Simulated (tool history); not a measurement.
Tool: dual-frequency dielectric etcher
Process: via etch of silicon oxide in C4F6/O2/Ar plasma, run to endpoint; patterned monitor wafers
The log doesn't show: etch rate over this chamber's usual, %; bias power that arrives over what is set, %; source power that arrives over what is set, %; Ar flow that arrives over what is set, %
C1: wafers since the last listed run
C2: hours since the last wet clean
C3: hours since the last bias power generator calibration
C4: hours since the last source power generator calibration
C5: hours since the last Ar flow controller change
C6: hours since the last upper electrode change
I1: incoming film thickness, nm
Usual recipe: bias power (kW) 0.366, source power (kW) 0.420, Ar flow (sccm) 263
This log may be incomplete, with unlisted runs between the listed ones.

Run 1, day 0.000: usual settings but bias power (kW) 0.320; C1 0; C2 483.2; C3 4271.8; C4 2797.9; C5 5123.8; C6 3507.4; I1 131.9. Result: endpoint time (s) 28.5.
Run 2, day 1.788: usual settings but bias power (kW) 0.320; C1 739; C2 526.1; C3 4314.7; C4 2840.8; C5 5166.7; C6 3550.3; I1 130.8. Result: endpoint time (s) 28.6.
Run 3, day 2.783: usual settings but bias power (kW) 0.320; C1 412; C2 550.0; C3 4338.6; C4 2864.7; C5 5190.6; C6 3574.2; I1 131.9. Result: endpoint time (s) 28.7.
Run 4, day 3.275: usual settings but source power (kW) 0.360; C1 203; C2 561.8; C3 4350.4; C4 2876.5; C5 5202.4; C6 3586.0; I1 129.3. Result: endpoint time (s) 29.4.
Run 5, day 5.300: usual settings but source power (kW) 0.360; C1 838; C2 610.4; C3 4399.0; C4 2925.1; C5 5251.0; C6 3634.6; I1 131.5. Result: endpoint time (s) 30.0.
At day 6.000: source power generator calibrated.
Run 6, day 6.021: usual settings but source power (kW) 0.360; C1 229; C2 627.7; C3 4416.3; C4 0.5; C5 5268.3; C6 3651.9; I1 129.8. Result: endpoint time (s) 29.1.
Run 7, day 6.279: usual settings; C1 106; C2 633.9; C3 4422.5; C4 6.7; C5 5274.5; C6 3658.1; I1 131.7. Result: endpoint time (s) 27.6.
At day 7.479: wet clean of the chamber.
Run 8, day 7.500: usual settings; C1 91; C2 0.5; C3 4451.8; C4 36.0; C5 5303.8; C6 3687.4; I1 130.6. Result: endpoint time (s) 26.7.
Run 9, day 7.512: usual settings; C1 5; C2 0.8; C3 4452.1; C4 36.3; C5 5304.1; C6 3687.7; I1 130.6. Result: endpoint time (s) 26.7.
Run 10, day 7.525: usual settings but bias power (kW) 0.427, source power (kW) 0.460; C1 5; C2 1.1; C3 4452.4; C4 36.6; C5 5304.4; C6 3688.0; I1 131.1. Result: endpoint time (s) 24.8.
At day 7.721: bias power generator calibrated.
Run 11, day 8.100: usual settings but bias power (kW) 0.404, source power (kW) 0.330, Ar flow (sccm) 212; C1 169; C2 14.9; C3 9.1; C4 50.4; C5 5318.2; C6 3701.8; I1 131.8. Result: endpoint time (s) 28.3.

For run 12, what comes out?
At day 8.508: Ar flow controller replaced.
At day 9.367: wet clean of the chamber, repeated, since the last time left the tool worse.
At day 9.617: upper electrode replaced.
Run 12, day 9.638: usual settings but bias power (kW) 0.303, source power (kW) 0.380; C1 73; C2 6.5; C3 46.0; C4 87.3; C5 27.1; C6 0.5; I1 129.3. Result: endpoint time (s) ?.

{"run 12": {"endpoint time (s)": 30.9}}
Without the tool's hidden state the same run would have given endpoint time (s) 31.0.

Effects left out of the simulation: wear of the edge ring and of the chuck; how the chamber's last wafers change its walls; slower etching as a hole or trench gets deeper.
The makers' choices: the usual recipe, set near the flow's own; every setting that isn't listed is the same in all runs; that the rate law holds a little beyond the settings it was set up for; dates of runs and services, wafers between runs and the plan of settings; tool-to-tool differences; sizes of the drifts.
